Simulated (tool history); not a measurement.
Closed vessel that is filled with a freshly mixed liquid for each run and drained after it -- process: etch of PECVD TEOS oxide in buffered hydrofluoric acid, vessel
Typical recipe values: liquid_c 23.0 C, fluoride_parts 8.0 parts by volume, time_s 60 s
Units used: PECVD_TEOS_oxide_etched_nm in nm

run    hour  liquid_c  fluoride_parts  time_s  wafers since the last listed run  hours since the thermometer was replaced  hours since the hydrofluoric acid flow meter was replaced  hours since the gauge calibration  read-back film thickness of the PECVD TEOS oxide reference wafer, read on the same gauge (nm)  PECVD_TEOS_oxide_etched_nm
  1     0.0      23.0             8.0      60                                 0                                     423.7                                                      662.9                              883.7                                                                                          61.45                       90.27
  2    96.1      23.0             8.0      60                              7001                                     519.8                                                      759.0                              979.8                                                                                          61.53                       89.84
  3   178.0      23.0             8.0      60                              5966                                     601.7                                                      840.9                             1061.7                                                                                          61.63                       90.18
      198.5  -- thermometer replaced
  4   247.8      23.0             7.0      70                              5012                                      49.3                                                      910.7                             1131.5                                                                                          61.64                      121.92
  5   317.1      23.0             8.0      60                              5048                                     118.6                                                      980.0                             1200.8                                                                                          61.69                       90.39
  6   395.0      23.0             8.0      60                              5675                                     196.5                                                     1057.9                             1278.7                                                                                          61.73                       90.24
  7   438.5      23.0             8.0      60                              3169                                     240.0                                                     1101.4                             1322.2                                                                                          61.77                       90.28
  8   520.9      23.0             8.0      70                              6003                                     322.4                                                     1183.8                             1404.6                                                                                          61.76                      106.13
  9   559.2      23.0             8.0      70                              2790                                     360.7                                                     1222.1                             1442.9                                                                                          61.84                      106.10
 10   598.1      23.0             8.0      60                              2833                                     399.6                                                     1261.0                             1481.8                                                                                          61.79                       90.48
 11   693.9      23.0             9.5      60                              6979                                     495.4                                                     1356.8                             1577.6                                                                                          61.86                       76.97
 12   744.7      19.0             9.0      60                              3700                                     546.2                                                     1407.6                             1628.4                                                                                          61.87                       63.70
      809.3  -- hydrofluoric acid flow meter replaced
 13   834.9      25.0            10.0      60                              6498                                     636.4                                                       25.6                             1718.6                                                                                          61.91                       83.51
      852.9  -- thermometer replaced
      889.4  -- gauge calibrated
 14   931.1      19.5             8.0      40                              6935                                      78.2                                                      121.8                               41.7                                                                                          60.11                       48.59
 15  1031.6      19.0             9.0      60                              7321                                     178.7                                                      222.3                              142.2                                                                                          60.43                       62.16
 16  1118.0      23.0             8.0      60                              6294                                     265.1                                                      308.7                              228.6                                                                                          60.63                       89.31
 17  1201.2      23.0             6.5      45                              6061                                     348.3                                                      391.9                              311.8                                                                                          60.81                       82.36
 18  1267.3      23.0             8.0      60                              4815                                     414.4                                                      458.0                              377.9                                                                                          60.97                       89.46
 19  1323.7      23.0             8.0      60                              4108                                     470.8                                                      514.4                              434.3                                                                                          61.07                       89.30
 20  1377.6      21.0             6.5      70                              3926                                     524.7                                                      568.3                              488.2                                                                                          61.15                      115.07
     1422.6  -- thermometer replaced
 21  1475.5      23.0             5.5      60                              7059                                      52.9                                                      666.2                              586.1                                                                                          61.27                      128.10
 22  1572.6      19.0             8.0      30                              7073                                     150.0                                                      763.3                              683.2                                                                                          61.43                       36.07
 23  1677.9      23.0             8.0      60                              7671                                     255.3                                                      868.6                              788.5                                                                                          61.53                       90.18
 24  1784.8      23.0             8.0      60                              7787                                     362.2                                                      975.5                              895.4                                                                                          61.62                       90.10
 25  1821.1      24.5            10.0      45                              2644                                     398.5                                                     1011.8                              931.7                                                                                          61.65                       60.75
 26  1887.9      23.0             8.0      90                              4866                                     465.3                                                     1078.6                              998.5                                                                                          61.68                      135.71
 27  1958.9      27.0             8.0      60                              5172                                     536.3                                                     1149.6                             1069.5                                                                                          61.75                      112.15
 28  2024.8      23.0             8.0      60                              4800                                     602.2                                                     1215.5                             1135.4                                                                                          61.77                       90.35
 29  2117.1      18.5             8.0      35                              6724                                     694.5                                                     1307.8                             1227.7                                                                                          61.84                       41.12
     2172.2  -- thermometer replaced
 30  2186.3      26.0             6.0      60                              4968                                      14.1                                                     1377.0                             1296.9                                                                                          61.88                      139.51
 31  2225.4      23.0             8.0      60                              2848                                      53.2                                                     1416.1                             1336.0                                                                                          61.88                       91.04
     2260.5  -- hydrofluoric acid flow meter replaced
 32  2325.3      23.0            10.0      40                              7205                                     153.1                                                       64.8                             1435.9                                                                                          61.94                       49.70
 33  2378.5      25.5             9.0      60                              3875                                     206.3                                                      118.0                             1489.1                                                                                          61.91                       91.29

Branching from run 33: 4 alternative next runs. What would each branch give?
  A  2379.2      23.0             8.0      60                                50                                     207.0                                                      118.7                             1489.8                                                                                              ?                           ?
  B  2379.2      20.5             8.0      60                                50                                     207.0                                                      118.7                             1489.8                                                                                              ?                           ?
  C  2379.2      23.0            10.0      50                                50                                     207.0                                                      118.7                             1489.8                                                                                              ?                           ?
  D  2379.2      27.5            10.5      60                                50                                     207.0                                                      118.7                             1489.8                                                                                              ?                           ?

run  read-back film thickness of the PECVD TEOS oxide reference wafer, read on the same gauge (nm)  PECVD_TEOS_oxide_etched_nm
  A                                                                                          61.98                       91.06
  B                                                                                          61.98                       79.30
  C                                                                                          61.98                       62.49
  D                                                                                          61.98                       91.22
What these runs would have given with no unlogged condition in the tool:
run  PECVD_TEOS_oxide_etched_nm
  A                       88.18
  B                       76.80
  C                       60.52
  D                       88.35

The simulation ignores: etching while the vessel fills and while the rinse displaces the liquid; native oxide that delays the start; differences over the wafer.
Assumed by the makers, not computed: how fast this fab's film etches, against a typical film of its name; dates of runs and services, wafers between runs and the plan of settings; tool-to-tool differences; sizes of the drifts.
